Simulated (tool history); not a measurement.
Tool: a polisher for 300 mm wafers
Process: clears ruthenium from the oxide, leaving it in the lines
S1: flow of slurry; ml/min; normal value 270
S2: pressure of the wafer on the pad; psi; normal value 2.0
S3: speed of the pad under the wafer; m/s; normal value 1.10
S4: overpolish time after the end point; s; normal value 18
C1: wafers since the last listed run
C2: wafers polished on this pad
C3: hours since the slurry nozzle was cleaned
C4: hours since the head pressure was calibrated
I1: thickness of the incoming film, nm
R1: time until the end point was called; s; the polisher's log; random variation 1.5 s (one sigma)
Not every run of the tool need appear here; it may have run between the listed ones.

run    hour   S1   S2    S3  S4   C1    C2     C3     C4     I1     R1
  1     0.0  270  1.7  1.10  18    0  1039  396.3  483.7  188.4  221.5
        3.1  -- head pressure recalibrated
       57.2  -- worn pad replaced by a new one
  2   101.8  270  2.0  1.10  18  490   228  498.1   98.7  193.1  194.5
  3   119.2  270  2.0  1.10  18   89   317  515.5  116.1  190.1  191.3
  4   141.5  270  2.0  1.10  18  114   432  537.8  138.4  190.8  191.1
  5   161.1  270  2.0  1.10  18  100   532  557.4  158.0  191.8  195.4
  6   179.7  270  2.0  1.10  18   95   627  576.0  176.6  191.0  192.6
  7   192.3  270  2.0  1.10  26   64   692  588.6  189.2  188.4  191.2
  8   226.4  270  2.0  0.82  18  174   867  622.7  223.3  189.7  235.5
  9   242.5  270  2.0  1.34  18   82   949  638.8  239.4  189.3  166.6
      311.1  -- worn pad replaced by a new one
 10   330.1  270  2.0  1.10  18  428    97  726.4  327.0  187.4  192.5
      344.2  -- slurry nozzle cleaned
 11   353.1  270  2.0  1.10  18  112   209    8.9  350.0  191.0  202.3
      400.1  -- head pressure recalibrated
 12   440.8  240  2.0  1.10  25  439   649   96.6   40.7  191.3  212.4
 13   454.3  270  1.6  1.10  18   69   718  110.1   54.2  188.3  250.2
 14   470.9  290  2.0  1.10  18   85   803  126.7   70.8  192.6  204.5
 15   489.1  270  2.0  1.10  18   93   896  144.9   89.0  190.2  204.7
 16   543.7  340  2.0  1.10  18  279  1176  199.5  143.6  189.1  199.1
      553.8  -- slurry nozzle cleaned, repeated, since the last time left the tool worse
 17   569.4  270  2.0  1.10  18  126  1302   15.6  169.3  188.7  186.3
 18   597.9  345  2.0  0.90  18  146  1448   44.1  197.8  186.6  206.5
      613.1  -- worn pad replaced by a new one
 19   627.0  270  2.0  1.20  14  128    71   73.2  226.9  189.1  174.9
 20   640.7  330  2.0  1.24  18   70   141   86.9  240.6  190.4  170.5
 21   665.8  200  2.0  1.10  18  128   269  112.0  265.7  193.0  194.8
 22   692.1  300  1.6  0.80  13  134   404  138.3  292.0  190.8  288.4
 23   725.2  225  2.4  1.10  18  169   574  171.4  325.1  188.2  157.6
 24   760.9  270  2.0  1.10  18  182   757  207.1  360.8  188.3  185.0
 25   773.6  270  2.0  1.10  18   65   822  219.8  373.5  193.1  188.0
 26   787.2  200  2.4  1.22  18   69   891  233.4  387.1  191.2  151.5
 27   804.6  175  2.3  0.86  18   89   980  250.8  404.5  189.0  200.8
      817.8  -- head pressure recalibrated
 28   828.5  270  2.7  1.10  18  112  1093  274.7   10.7  188.1  137.1
      856.2  -- worn pad replaced by a new one
 29   862.0  270  2.0  1.10  18  151    29  308.2   44.2  187.4  184.4
 30   886.7  330  2.0  1.24  18  126   156  332.9   68.9  189.5  169.9
 31   917.9  325  1.6  1.10  22  159   316  364.1  100.1  189.3  229.6
 32   939.4  270  2.0  0.74  18  110   426  385.6  121.6  194.2  247.0
 33   967.8  295  2.7  0.74  18  145   571  414.0  150.0  190.8  181.4
 34   986.8  270  2.3  0.96  18   97   669  433.0  169.0  190.8  181.6
 35  1006.7  305  1.6  1.10  18  101   771  452.9  188.9  189.3  233.8
 36  1027.9  270  2.0  1.48  18  108   879  474.1  210.1  190.6  154.8
 37  1053.0  350  2.0  1.10  15  128  1008  499.2  235.2  187.4  184.8
 38  1070.8  270  2.0  1.10  18   91  1099  517.0  253.0  191.6  192.4

What would each run have given without the hidden state, its run-to-run variation left as it was?
Hidden state at play: removal rate lost through wear of the pad, %; slurry flow missing at the pad, %; deviation of the head's pressure from its setpoint, %.
run     R1
  1  218.6
  2  190.8
  3  187.3
  4  186.8
  5  190.7
  6  187.7
  7  186.1
  8  228.3
  9  161.3
 10  184.2
 11  184.5
 12  191.4
 13  227.7
 14  187.1
 15  186.0
 16  183.7
 17  186.1
 18  206.3
 19  174.7
 20  170.3
 21  194.4
 22  287.9
 23  157.1
 24  184.4
 25  187.4
 26  150.7
 27  199.5
 28  136.5
 29  183.3
 30  168.9
 31  228.0
 32  244.8
 33  179.6
 34  179.5
 35  231.2
 36  152.6
 37  182.5
 38  189.2
